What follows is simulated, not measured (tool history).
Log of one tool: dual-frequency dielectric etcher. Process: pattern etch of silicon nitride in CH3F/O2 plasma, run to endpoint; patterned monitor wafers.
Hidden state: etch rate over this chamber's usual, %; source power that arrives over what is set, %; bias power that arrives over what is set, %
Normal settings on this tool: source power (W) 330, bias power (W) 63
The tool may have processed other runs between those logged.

| run | hour | source power (W) | bias power (W) | wafers since the last listed run | hours since the last wet clean | hours since the last source power generator calibration | hours since the last bias power generator calibration | hours since the last upper electrode change | incoming incoming film thickness, nm | endpoint time (s) |
|---|---|---|---|---|---|---|---|---|---|---|
| 1 | 0.0 | 270 | 63 | 0 | 38.5 | 1635.8 | 4705.5 | 4731.4 | 66.8 | 97.0 |
| 2 | 34.0 | 270 | 63 | 225 | 72.5 | 1669.8 | 4739.5 | 4765.4 | 67.6 | 97.9 |
| 3 | 114.6 | 270 | 63 | 533 | 153.1 | 1750.4 | 4820.1 | 4846.0 | 67.3 | 96.6 |
| 4 | 132.6 | 380 | 63 | 119 | 171.1 | 1768.4 | 4838.1 | 4864.0 | 67.8 | 79.9 |
| 5 | 162.9 | 380 | 63 | 200 | 201.4 | 1798.7 | 4868.4 | 4894.3 | 67.1 | 79.0 |
| 6 | 192.3 | 350 | 63 | 194 | 230.8 | 1828.1 | 4897.8 | 4923.7 | 67.6 | 82.6 |
|  | 219.4 | upper electrode replaced |
| 7 | 225.1 | 290 | 59 | 58 | 263.6 | 1860.9 | 4930.6 | 5.7 | 67.3 | 95.1 |
| 8 | 250.4 | 290 | 67 | 167 | 288.9 | 1886.2 | 4955.9 | 31.0 | 67.1 | 88.9 |
| 9 | 283.7 | 330 | 59 | 220 | 322.2 | 1919.5 | 4989.2 | 64.3 | 67.4 | 87.3 |
|  | 309.7 | wet clean of the chamber |
| 10 | 312.4 | 330 | 63 | 31 | 2.7 | 1948.2 | 5017.9 | 93.0 | 67.3 | 86.8 |
| 11 | 326.4 | 370 | 68 | 92 | 16.7 | 1962.2 | 5031.9 | 107.0 | 66.5 | 78.1 |
|  | 359.1 | bias power generator calibrated |
| 12 | 359.6 | 280 | 52 | 193 | 49.9 | 1995.4 | 0.5 | 140.2 | 66.9 | 102.8 |
|  | 424.1 | source power generator calibrated |
| 13 | 430.8 | 370 | 69 | 445 | 121.1 | 6.7 | 71.7 | 211.4 | 67.6 | 78.5 |
| 14 | 455.1 | 290 | 59 | 160 | 145.4 | 31.0 | 96.0 | 235.7 | 66.8 | 95.0 |
| 15 | 472.3 | 280 | 63 | 113 | 162.6 | 48.2 | 113.2 | 252.9 | 67.9 | 96.0 |
| 16 | 498.5 | 270 | 57 | 173 | 188.8 | 74.4 | 139.4 | 279.1 | 66.9 | 100.6 |
| 17 | 520.2 | 330 | 68 | 143 | 210.5 | 96.1 | 161.1 | 300.8 | 67.1 | 82.8 |
| 18 | 538.7 | 280 | 79 | 122 | 229.0 | 114.6 | 179.6 | 319.3 | 68.2 | 87.3 |

Each row is a separate what-if for the run after 18, all from the same tool condition, not one after another. Results?
| A | 539.2 | 330 | 63 | 3 | 229.5 | 115.1 | 180.1 | 319.8 | 67.4 | ? |
| B | 539.2 | 260 | 73 | 3 | 229.5 | 115.1 | 180.1 | 319.8 | 67.4 | ? |
| C | 539.2 | 360 | 63 | 3 | 229.5 | 115.1 | 180.1 | 319.8 | 67.4 | ? |
| D | 539.2 | 370 | 51 | 3 | 229.5 | 115.1 | 180.1 | 319.8 | 67.4 | ? |
| E | 539.2 | 400 | 63 | 3 | 229.5 | 115.1 | 180.1 | 319.8 | 67.4 | ? |

| run | endpoint time (s) |
|---|---|
| A | 86.1 |
| B | 93.9 |
| C | 81.9 |
| D | 87.6 |
| E | 77.3 |
With no hidden state in the tool, these same runs would have given:
| run | endpoint time (s) |
|---|---|
| A | 87.3 |
| B | 95.3 |
| C | 83.1 |
| D | 88.9 |
| E | 78.5 |

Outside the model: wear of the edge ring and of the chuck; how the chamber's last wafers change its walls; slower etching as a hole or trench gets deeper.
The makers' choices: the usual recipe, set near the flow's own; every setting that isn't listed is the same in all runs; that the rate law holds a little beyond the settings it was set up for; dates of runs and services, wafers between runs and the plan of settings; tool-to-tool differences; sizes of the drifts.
